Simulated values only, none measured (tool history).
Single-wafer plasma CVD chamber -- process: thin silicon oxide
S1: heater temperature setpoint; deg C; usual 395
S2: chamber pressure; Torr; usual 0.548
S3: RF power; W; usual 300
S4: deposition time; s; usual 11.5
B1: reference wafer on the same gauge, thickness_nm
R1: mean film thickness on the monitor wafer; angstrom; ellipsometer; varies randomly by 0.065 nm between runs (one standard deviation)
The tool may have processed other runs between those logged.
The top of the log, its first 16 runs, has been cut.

run	hour	S1	S2	S3	S4	B1	R1
17	524.9	395	0.548	300	11.5	15.681	148.53
18	556.9	395	0.460	300	12.9	15.691	140.87
19	570.4	402	0.548	300	13.1	15.691	167.37
20	603.0	410	0.548	270	10.8	15.690	132.97
21	619.6	395	0.548	250	11.5	15.709	139.65
# hour 677.6: RF generator calibrated
# hour 679.4: showerhead replaced
22	711.7	385	0.548	300	11.5	15.714	148.28
# hour 730.3: gauge calibrated
23	730.9	395	0.548	300	10.2	15.682	130.48
# hour 750.9: thermocouple changed; heater temperature recalibrated
24	838.2	395	0.483	300	11.5	15.689	129.06
25	862.2	406	0.548	285	10.2	15.707	126.46
26	880.5	395	0.548	300	11.5	15.705	145.60
27	913.9	381	0.430	255	11.5	15.699	109.52

For run 28, what comes out?
28	928.5	395	0.672	330	11.5	?	?

For run 28 the tool returned B1 15.686, R1 181.28 angstrom.
If the tool had no hidden condition, the same run with the same run-to-run variation would have returned R1 186.74 angstrom.

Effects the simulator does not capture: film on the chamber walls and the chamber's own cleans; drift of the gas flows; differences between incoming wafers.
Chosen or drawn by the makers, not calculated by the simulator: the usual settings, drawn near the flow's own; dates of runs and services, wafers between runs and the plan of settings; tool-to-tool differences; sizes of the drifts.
